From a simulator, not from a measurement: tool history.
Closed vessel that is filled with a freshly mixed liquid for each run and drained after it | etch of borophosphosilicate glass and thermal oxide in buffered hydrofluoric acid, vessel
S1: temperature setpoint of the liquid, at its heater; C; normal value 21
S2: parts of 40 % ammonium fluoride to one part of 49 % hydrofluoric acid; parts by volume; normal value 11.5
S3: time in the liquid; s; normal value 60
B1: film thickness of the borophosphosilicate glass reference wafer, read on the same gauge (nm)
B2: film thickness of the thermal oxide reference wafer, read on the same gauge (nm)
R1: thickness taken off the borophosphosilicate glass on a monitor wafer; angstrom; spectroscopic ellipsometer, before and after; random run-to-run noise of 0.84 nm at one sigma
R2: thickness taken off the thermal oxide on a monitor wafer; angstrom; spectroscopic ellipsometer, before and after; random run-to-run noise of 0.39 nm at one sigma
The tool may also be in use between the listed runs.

run 1 hour=0 | S1=21 S2=9.5 S3=45 | B1=139.99 B2=29.97 | R1=1049.9 R2=416.7
run 2 hour=30.4 | S1=21 S2=11.5 S3=60 | B1=140 B2=30.02 | R1=1155.8 R2=454.7
run 3 hour=55.6 | S1=21 S2=11.5 S3=60 | B1=139.97 B2=29.95 | R1=1157.9 R2=457.3
run 4 hour=90.4 | S1=21 S2=11.5 S3=60 | B1=139.97 B2=30 | R1=1156.7 R2=449.3
run 5 hour=122.2 | S1=21 S2=11.5 S3=60 | B1=140.02 B2=29.99 | R1=1138.7 R2=457.7
run 6 hour=150.3 | S1=21 S2=11.5 S3=60 | B1=140.02 B2=30.01 | R1=1157.4 R2=457.9
run 7 hour=174.1 | S1=21 S2=11.5 S3=60 | B1=140.01 B2=30.04 | R1=1136.4 R2=453.9
run 8 hour=201.4 | S1=21 S2=11.5 S3=60 | B1=139.99 B2=29.99 | R1=1152.5 R2=446.5
run 9 hour=230.6 | S1=21 S2=11.5 S3=60 | B1=139.97 B2=29.95 | R1=1154.7 R2=449.5
run 10 hour=244.2 | S1=21 S2=11.5 S3=60 | B1=139.99 B2=30.03 | R1=1144.6 R2=448.8
run 11 hour=269.9 | S1=17.5 S2=9 S3=60 | B1=140.04 B2=30.02 | R1=1120.4 R2=442.5
run 12 hour=302.8 | S1=21 S2=11.5 S3=35 | B1=140.02 B2=30.02 | R1=618.6 R2=245.7
run 13 hour=329.6 | S1=21 S2=11.5 S3=60 | B1=140.03 B2=29.99 | R1=1240.5 R2=498.5
run 14 hour=360.9 | S1=21 S2=9 S3=60 | B1=140.01 B2=29.95 | R1=1523.2 R2=615.9
run 15 hour=385.6 | S1=22.5 S2=7 S3=70 | B1=139.94 B2=29.99 | R1=2519.8 R2=1002.9
run 16 hour=402.2 | S1=21 S2=11.5 S3=60 | B1=140.03 B2=30 | R1=1241.9 R2=495.7
run 17 hour=424.2 | S1=25.5 S2=8 S3=90 | B1=139.99 B2=30.04 | R1=3317.3 R2=1303.4
run 18 hour=446.9 | S1=24 S2=11.5 S3=45 | B1=140 B2=30.01 | R1=1095.3 R2=432.4
run 19 hour=478.6 | S1=23.5 S2=11.5 S3=60 | B1=139.97 B2=30.02 | R1=1421.7 R2=564.2
run 20 hour=495.4 | S1=21 S2=9 S3=60 | B1=139.98 B2=30 | R1=1529.7 R2=607

Not shown here: 4 entries made in the log between runs. Locate each between two listed runs and compare the hidden state at the listed run before it with the hidden state at the listed run after it:
From run 6 to run 7: gauge calibrated (hour 170.4)
  hydrofluoric acid flow below the setpoint (%): 8.9 -> 9.02
  measured less the result without the state, R1: -111.4 -> -110.8 angstrom; R2: -43.8 -> -43.9 angstrom
From run 7 to run 8: thermometer replaced (hour 185.7)
  hydrofluoric acid flow below the setpoint (%): 9.02 -> 9.14
  measured less the result without the state, R1: -110.8 -> -114.1 angstrom; R2: -43.9 -> -43.9 angstrom
From run 10 to run 11: hydrofluoric acid flow meter replaced (hour 257.6)
  hydrofluoric acid flow below the setpoint (%): 9.34 -> 15.4
  measured less the result without the state, R1: -116 -> -152.9 angstrom; R2: -45.2 -> -59.6 angstrom
From run 12 to run 13: hydrofluoric acid flow meter replaced, repeated, since the last time left the tool worse (hour 321.1)
  hydrofluoric acid flow below the setpoint (%): 15.5 -> 0.773
  measured less the result without the state, R1: -111.7 -> -9.5 angstrom; R2: -44.1 -> -3.8 angstrom
